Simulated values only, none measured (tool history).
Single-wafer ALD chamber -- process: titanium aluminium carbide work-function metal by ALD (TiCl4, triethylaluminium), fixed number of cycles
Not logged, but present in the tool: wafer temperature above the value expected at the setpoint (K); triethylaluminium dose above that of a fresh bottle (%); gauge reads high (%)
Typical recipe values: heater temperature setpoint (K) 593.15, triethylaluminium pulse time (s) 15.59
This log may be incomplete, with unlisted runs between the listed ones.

run	day	heater temperature setpoint (K)	triethylaluminium pulse time (s)	wafers since the last listed run	hours since the last thermocouple change	hours since the last triethylaluminium bottle change	hours since the showerhead was replaced	hours since the gauge calibration	read-back reference wafer on the same gauge, thickness_nm	mean film thickness on the monitor wafer (angstrom)
1	0	599.15	15.59	0	906.7	1577.7	4062.9	9.7	2.22	24.73
2	1.475	599.15	15.59	333	942.1	1613.1	4098.3	45.1	2.22	24.81
3	1.754	599.15	15.59	63	948.8	1619.8	4105	51.8	2.22	24.89
4	2.238	593.15	18.18	109	960.4	1631.4	4116.6	63.4	2.22	24.35
5	2.921	593.15	18.18	154	976.8	1647.8	4133	79.8	2.22	24.44
# day 3.404: triethylaluminium bottle replaced
6	3.462	593.15	18.18	47	989.8	1.4	4146	92.8	2.22	24.33
7	4.521	593.15	15.59	239	1015.2	26.8	4171.4	118.2	2.22	24.16
# day 5.375: thermocouple changed; heater temperature recalibrated
8	5.396	593.15	15.59	122	0.5	47.8	4192.4	139.2	2.221	24.26
9	5.579	593.15	20.14	41	4.9	52.2	4196.8	143.6	2.22	24.23
10	6.133	599.15	15.59	125	18.2	65.5	4210.1	156.9	2.22	24.82
11	6.612	608.15	10.26	108	29.7	77	4221.6	168.4	2.221	25.03
12	6.975	586.15	10.38	81	38.4	85.7	4230.3	177.1	2.221	23.1
# day 7.542: gauge calibrated
# day 7.829: showerhead replaced
13	7.85	593.15	15.59	122	59.4	106.7	0.5	7.4	2.219	24.36
14	7.996	601.15	20.25	32	62.9	110.2	4	10.9	2.22	25.16
15	8.329	593.15	11.38	75	70.9	118.2	12	18.9	2.22	23.92
16	8.817	601.15	11.46	110	82.6	129.9	23.7	30.6	2.22	24.6
17	9.488	602.15	11.69	151	98.7	146	39.8	46.7	2.219	24.67
18	9.829	593.15	15.59	77	106.9	154.2	48	54.9	2.22	24.13

5 options for the next run, each taken on its own from the tool as it stands now. Forecast them:
A	9.846	593.15	15.59	3	107.3	154.6	48.4	55.3	?	?
B	9.846	605.15	17.85	3	107.3	154.6	48.4	55.3	?	?
C	9.846	583.15	15.59	3	107.3	154.6	48.4	55.3	?	?
D	9.846	608.15	20.14	3	107.3	154.6	48.4	55.3	?	?
E	9.846	606.15	21.08	3	107.3	154.6	48.4	55.3	?	?

run	read-back reference wafer on the same gauge, thickness_nm	mean film thickness on the monitor wafer (angstrom)
A	2.221	24.21
B	2.221	25.31
C	2.221	23.35
D	2.221	25.6
E	2.221	25.44
Without the tool's hidden state the same runs would have given:
run	mean film thickness on the monitor wafer (angstrom)
A	24.21
B	25.31
C	23.35
D	25.6
E	25.44
